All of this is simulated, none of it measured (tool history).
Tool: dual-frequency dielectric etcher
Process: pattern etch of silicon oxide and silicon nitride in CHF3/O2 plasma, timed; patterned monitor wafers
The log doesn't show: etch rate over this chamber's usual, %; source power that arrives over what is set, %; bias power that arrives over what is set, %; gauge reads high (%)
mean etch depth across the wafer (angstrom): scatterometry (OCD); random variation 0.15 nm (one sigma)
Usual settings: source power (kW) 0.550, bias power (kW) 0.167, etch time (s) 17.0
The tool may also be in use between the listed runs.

run,day,source power (kW),bias power (kW),etch time (s),wafers since the last listed run,hours since the last wet clean,hours since the last source power generator calibration,hours since the last bias power generator calibration,hours since the last upper electrode change,hours since the gauge calibration,"read-back reference wafer on the same gauge, depth_nm",mean etch depth across the wafer (angstrom)
1,0.000,0.550,0.167,17.0,0,274.6,1168.3,1251.3,2632.2,437.0,21.88,220.7
2,0.625,0.550,0.167,17.0,150,289.6,1183.3,1266.3,2647.2,452.0,21.93,220.0
3,0.967,0.550,0.167,17.0,82,297.8,1191.5,1274.5,2655.4,460.2,21.87,221.0
# day 1.304: gauge calibrated
4,1.317,0.620,0.167,13.5,84,306.2,1199.9,1282.9,2663.8,0.3,21.86,180.2
5,1.679,0.620,0.167,13.5,87,314.9,1208.6,1291.6,2672.5,9.0,21.96,182.4
6,2.092,0.550,0.167,17.0,99,324.8,1218.5,1301.5,2682.4,18.9,21.86,221.6
7,2.596,0.550,0.167,17.0,121,336.9,1230.6,1313.6,2694.5,31.0,21.87,217.8
8,3.050,0.550,0.167,17.0,109,347.8,1241.5,1324.5,2705.4,41.9,21.83,220.8
9,3.733,0.550,0.167,12.0,164,364.2,1257.9,1340.9,2721.8,58.3,21.92,154.2
10,5.442,0.550,0.167,17.0,410,405.2,1298.9,1381.9,2762.8,99.3,21.93,219.1
11,5.946,0.630,0.196,22.0,121,417.3,1311.0,1394.0,2774.9,111.4,21.94,307.4
12,6.200,0.550,0.125,21.5,61,423.4,1317.1,1400.1,2781.0,117.5,21.92,259.2
# day 7.621: wet clean of the chamber
# day 7.683: upper electrode replaced, of another model than before
13,7.817,0.430,0.126,17.0,133,4.7,1355.9,1438.9,3.2,156.3,21.86,201.1
# day 8.612: bias power generator calibrated
14,8.633,0.550,0.202,17.0,156,24.3,1375.5,0.5,22.8,175.9,21.89,232.1
# day 9.446: source power generator calibrated
15,9.467,0.460,0.206,17.0,160,44.3,0.5,20.5,42.8,195.9,21.92,224.3
16,9.812,0.620,0.167,13.5,83,52.6,8.8,28.8,51.1,204.2,21.89,183.7
17,10.454,0.470,0.167,12.5,154,68.0,24.2,44.2,66.5,219.6,21.86,158.3
18,10.796,0.470,0.207,19.0,82,76.2,32.4,52.4,74.7,227.8,21.90,251.4
19,11.067,0.490,0.149,13.0,65,82.7,38.9,58.9,81.2,234.3,21.95,162.9
20,11.512,0.640,0.148,12.5,107,93.4,49.6,69.6,91.9,245.0,21.89,169.0
21,11.946,0.550,0.207,17.0,104,103.8,60.0,80.0,102.3,255.4,21.98,232.2
22,12.254,0.550,0.167,17.0,74,111.2,67.4,87.4,109.7,262.8,21.92,222.7
23,12.604,0.550,0.167,17.0,84,119.6,75.8,95.8,118.1,271.2,21.81,222.1
24,13.279,0.550,0.167,18.5,162,135.8,92.0,112.0,134.3,287.4,21.94,240.4
25,13.775,0.510,0.167,17.0,119,147.7,103.9,123.9,146.2,299.3,21.92,216.4
26,14.225,0.550,0.167,20.0,108,158.5,114.7,134.7,157.0,310.1,21.88,262.5
27,14.962,0.420,0.191,13.5,177,176.2,132.4,152.4,174.7,327.8,21.90,169.3
28,15.479,0.550,0.167,14.0,124,188.6,144.8,164.8,187.1,340.2,21.90,181.6
29,16.604,0.650,0.206,18.5,270,215.6,171.8,191.8,214.1,367.2,21.92,264.0

Measured less the same run without the tool's hidden state. The same run-to-run variation is in both; the gauge's scatter may not be:
run,mean etch depth across the wafer (angstrom)
1,-3.2
2,-3.4
3,-3.5
4,-2.9
5,-3.0
6,-3.9
7,-4.0
8,-4.2
9,-3.1
10,-4.9
11,-7.1
12,-6.1
13,+0.8
14,+0.7
15,+0.4
16,+0.2
17,+0.1
18,+0.0
19,+0.0
20,-0.1
21,-0.3
22,-0.5
23,-0.5
24,-0.8
25,-0.9
26,-1.2
27,-0.9
28,-1.1
29,-2.1
